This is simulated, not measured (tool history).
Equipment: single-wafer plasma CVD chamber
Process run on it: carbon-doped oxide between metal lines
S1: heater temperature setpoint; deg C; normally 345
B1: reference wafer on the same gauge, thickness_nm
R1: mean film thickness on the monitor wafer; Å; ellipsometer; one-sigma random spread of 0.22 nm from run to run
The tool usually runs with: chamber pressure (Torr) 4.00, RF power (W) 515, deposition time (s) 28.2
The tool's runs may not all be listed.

{"run": 1, "hour": 0.0, "S1": 345, "chamber pressure (Torr)": 4.0, "RF power (W)": 515, "deposition time (s)": 28.2, "B1": 143.464, "R1": 1454.29}
{"run": 2, "hour": 17.0, "S1": 345, "chamber pressure (Torr)": 4.0, "RF power (W)": 515, "deposition time (s)": 28.2, "B1": 143.56, "R1": 1457.89}
{"run": 3, "hour": 47.6, "S1": 345, "chamber pressure (Torr)": 4.59, "RF power (W)": 555, "deposition time (s)": 28.2, "B1": 143.681, "R1": 1514.52}
{"run": 4, "hour": 65.3, "S1": 345, "chamber pressure (Torr)": 4.59, "RF power (W)": 555, "deposition time (s)": 28.2, "B1": 143.874, "R1": 1513.26}
{"run": 5, "hour": 74.8, "S1": 345, "chamber pressure (Torr)": 4.0, "RF power (W)": 515, "deposition time (s)": 28.2, "B1": 143.844, "R1": 1457.48}
{"hour": 89.7, "done": "thermocouple changed; heater temperature recalibrated"}
{"run": 6, "hour": 90.3, "S1": 345, "chamber pressure (Torr)": 4.0, "RF power (W)": 515, "deposition time (s)": 28.2, "B1": 143.991, "R1": 1456.66}
{"hour": 90.5, "done": "gauge calibrated"}
{"run": 7, "hour": 100.7, "S1": 345, "chamber pressure (Torr)": 4.0, "RF power (W)": 515, "deposition time (s)": 28.2, "B1": 143.251, "R1": 1451.44}
{"hour": 109.1, "done": "RF generator calibrated"}
{"run": 8, "hour": 109.6, "S1": 345, "chamber pressure (Torr)": 4.0, "RF power (W)": 515, "deposition time (s)": 28.2, "B1": 143.241, "R1": 1453.43}
{"run": 9, "hour": 117.1, "S1": 345, "chamber pressure (Torr)": 4.0, "RF power (W)": 515, "deposition time (s)": 28.2, "B1": 143.285, "R1": 1454.79}
{"hour": 134.6, "done": "showerhead replaced"}
{"run": 10, "hour": 136.6, "S1": 349, "chamber pressure (Torr)": 3.41, "RF power (W)": 515, "deposition time (s)": 31.0, "B1": 143.403, "R1": 1551.54}
{"run": 11, "hour": 148.2, "S1": 339, "chamber pressure (Torr)": 4.0, "RF power (W)": 580, "deposition time (s)": 28.2, "B1": 143.426, "R1": 1548.92}
{"hour": 160.8, "done": "capacitance manometer re-zeroed and calibrated"}
{"run": 12, "hour": 161.3, "S1": 345, "chamber pressure (Torr)": 4.0, "RF power (W)": 565, "deposition time (s)": 28.2, "B1": 143.514, "R1": 1502.57}
{"run": 13, "hour": 162.7, "S1": 345, "chamber pressure (Torr)": 5.0, "RF power (W)": 430, "deposition time (s)": 28.2, "B1": 143.512, "R1": 1418.74}
{"run": 14, "hour": 171.4, "S1": 345, "chamber pressure (Torr)": 3.29, "RF power (W)": 515, "deposition time (s)": 28.2, "B1": 143.584, "R1": 1430.57}
{"run": 15, "hour": 184.6, "S1": 345, "chamber pressure (Torr)": 3.19, "RF power (W)": 515, "deposition time (s)": 23.2, "B1": 143.677, "R1": 1178.34}
{"run": 16, "hour": 202.1, "S1": 349, "chamber pressure (Torr)": 4.0, "RF power (W)": 515, "deposition time (s)": 32.1, "B1": 143.759, "R1": 1633.95}

Consider 4 possible next runs. They are alternatives, not a sequence: every one starts from the tool as it was left by run 16. What does each give?
{"run": "A", "hour": 202.5, "S1": 345, "chamber pressure (Torr)": 4.0, "RF power (W)": 440, "deposition time (s)": 28.2, "B1": "?", "R1": "?"}
{"run": "B", "hour": 202.5, "S1": 345, "chamber pressure (Torr)": 3.05, "RF power (W)": 515, "deposition time (s)": 28.2, "B1": "?", "R1": "?"}
{"run": "C", "hour": 202.5, "S1": 354, "chamber pressure (Torr)": 4.0, "RF power (W)": 515, "deposition time (s)": 28.2, "B1": "?", "R1": "?"}
{"run": "D", "hour": 202.5, "S1": 334, "chamber pressure (Torr)": 4.28, "RF power (W)": 515, "deposition time (s)": 30.6, "B1": "?", "R1": "?"}

run=A B1=143.742 R1=1391.27
run=B B1=143.742 R1=1424.50
run=C B1=143.742 R1=1418.06
run=D B1=143.742 R1=1658.99
Without the tool's hidden state the same runs would have given:
run=A R1=1383.94
run=B R1=1417.00
run=C R1=1410.59
run=D R1=1650.25
